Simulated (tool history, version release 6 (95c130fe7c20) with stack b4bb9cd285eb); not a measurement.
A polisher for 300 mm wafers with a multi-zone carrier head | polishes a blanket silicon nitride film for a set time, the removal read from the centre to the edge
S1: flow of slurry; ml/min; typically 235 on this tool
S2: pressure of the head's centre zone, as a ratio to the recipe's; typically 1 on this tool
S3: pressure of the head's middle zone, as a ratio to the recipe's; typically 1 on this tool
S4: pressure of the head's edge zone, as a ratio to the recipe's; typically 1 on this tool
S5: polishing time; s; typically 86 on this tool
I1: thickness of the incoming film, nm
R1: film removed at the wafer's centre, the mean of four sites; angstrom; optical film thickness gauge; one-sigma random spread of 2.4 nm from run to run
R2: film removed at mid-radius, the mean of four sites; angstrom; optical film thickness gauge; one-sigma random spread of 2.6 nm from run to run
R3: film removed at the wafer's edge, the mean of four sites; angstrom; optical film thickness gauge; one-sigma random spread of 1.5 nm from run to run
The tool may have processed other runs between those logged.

run 1 day=0 | S1=235 S2=1 S3=1 S4=1 S5=86 | I1=435.8 | R1=1748 R2=1790 R3=1740
-- day=0.712 edge zone pressure recalibrated
run 2 day=2.708 | S1=235 S2=1 S3=1 S4=1 S5=86 | I1=424 | R1=1652 R2=1803 R3=1726
run 3 day=4.354 | S1=315 S2=1 S3=1.08 S4=1 S5=86 | I1=433.1 | R1=1766 R2=1983 R3=1794
run 4 day=5.758 | S1=235 S2=1 S3=1 S4=1 S5=86 | I1=430.4 | R1=1683 R2=1755 R3=1783
run 5 day=7.154 | S1=275 S2=1 S3=1 S4=1.09 S5=70 | I1=436.4 | R1=1361 R2=1487 R3=1477
-- day=7.912 carrier head's membrane replaced by a new one
run 6 day=8.504 | S1=235 S2=1 S3=1 S4=1 S5=95 | I1=423.4 | R1=1853 R2=1914 R3=1954
-- day=9.221 worn pad replaced by a new one
run 7 day=11.254 | S1=235 S2=0.9 S3=1 S4=1 S5=86 | I1=433.9 | R1=1469 R2=1789 R3=1745
run 8 day=12.288 | S1=235 S2=1.08 S3=1 S4=1 S5=71 | I1=427.3 | R1=1492 R2=1434 R3=1457
-- day=12.375 slurry nozzle cleaned
run 9 day=13.575 | S1=285 S2=1 S3=1 S4=1.06 S5=108 | I1=436 | R1=2112 R2=2248 R3=2242
run 10 day=15.704 | S1=235 S2=1 S3=1 S4=1 S5=86 | I1=429.8 | R1=1647 R2=1798 R3=1742
run 11 day=18.229 | S1=235 S2=0.89 S3=1.08 S4=1.04 S5=86 | I1=430.6 | R1=1450 R2=1893 R3=1738
run 12 day=19.683 | S1=210 S2=1 S3=0.92 S4=1.05 S5=71 | I1=422.2 | R1=1349 R2=1355 R3=1449
run 13 day=21.8 | S1=235 S2=1 S3=1 S4=1 S5=86 | I1=427.2 | R1=1611 R2=1752 R3=1746
run 14 day=24.533 | S1=305 S2=0.93 S3=1 S4=1 S5=86 | I1=422.1 | R1=1569 R2=1845 R3=1789
run 15 day=25.867 | S1=235 S2=1 S3=1 S4=1.03 S5=86 | I1=427.2 | R1=1646 R2=1775 R3=1749
run 16 day=27.5 | S1=235 S2=1 S3=1 S4=1 S5=86 | I1=423.8 | R1=1614 R2=1712 R3=1750
-- day=28.296 centre zone pressure recalibrated
run 17 day=28.675 | S1=235 S2=1 S3=1 S4=1 S5=86 | I1=431.9 | R1=1726 R2=1781 R3=1737
-- day=29.554 worn pad replaced by a new one
run 18 day=31.142 | S1=235 S2=1 S3=1 S4=1 S5=86 | I1=436.8 | R1=1691 R2=1769 R3=1728
run 19 day=32.238 | S1=235 S2=1 S3=1 S4=1 S5=56 | I1=424.7 | R1=1126 R2=1172 R3=1153
run 20 day=33.883 | S1=275 S2=0.9 S3=1 S4=1 S5=86 | I1=438.4 | R1=1539 R2=1809 R3=1756
run 21 day=35.117 | S1=165 S2=1 S3=1 S4=1 S5=96 | I1=428.9 | R1=1768 R2=1902 R3=1836
run 22 day=37.317 | S1=235 S2=1 S3=1 S4=1 S5=86 | I1=435.6 | R1=1665 R2=1826 R3=1723
run 23 day=39.617 | S1=285 S2=1 S3=1 S4=1 S5=86 | I1=436.3 | R1=1690 R2=1823 R3=1805

Some steps in R1, run to run, broken into two amounts with sign: the step expected even without the hidden condition (settings, incoming material, random variation), and the rest, left for the hidden condition together with whatever gauge scatter is not in both the measured and the hidden-condition-free result:
Hidden conditions of the tool in this case: removal rate lost through wear of the pad, %; slurry flow missing at the pad, %; deviation of the centre zone's pressure from its setpoint, %; deviation of the edge zone's pressure from its setpoint, %.
Run 8 -> 9: S1 235 -> 285, S2 1.08 -> 1, S4 1 -> 1.06, S5 71 -> 108, slurry nozzle cleaned. R1 +620 angstrom: hidden state -42, all else +662.
Run 16 -> 17: centre zone pressure recalibrated. R1 +112 angstrom: hidden state +95, all else +17.
Run 18 -> 19: S5 86 -> 56. R1 -565 angstrom: hidden state +10, all else -575.
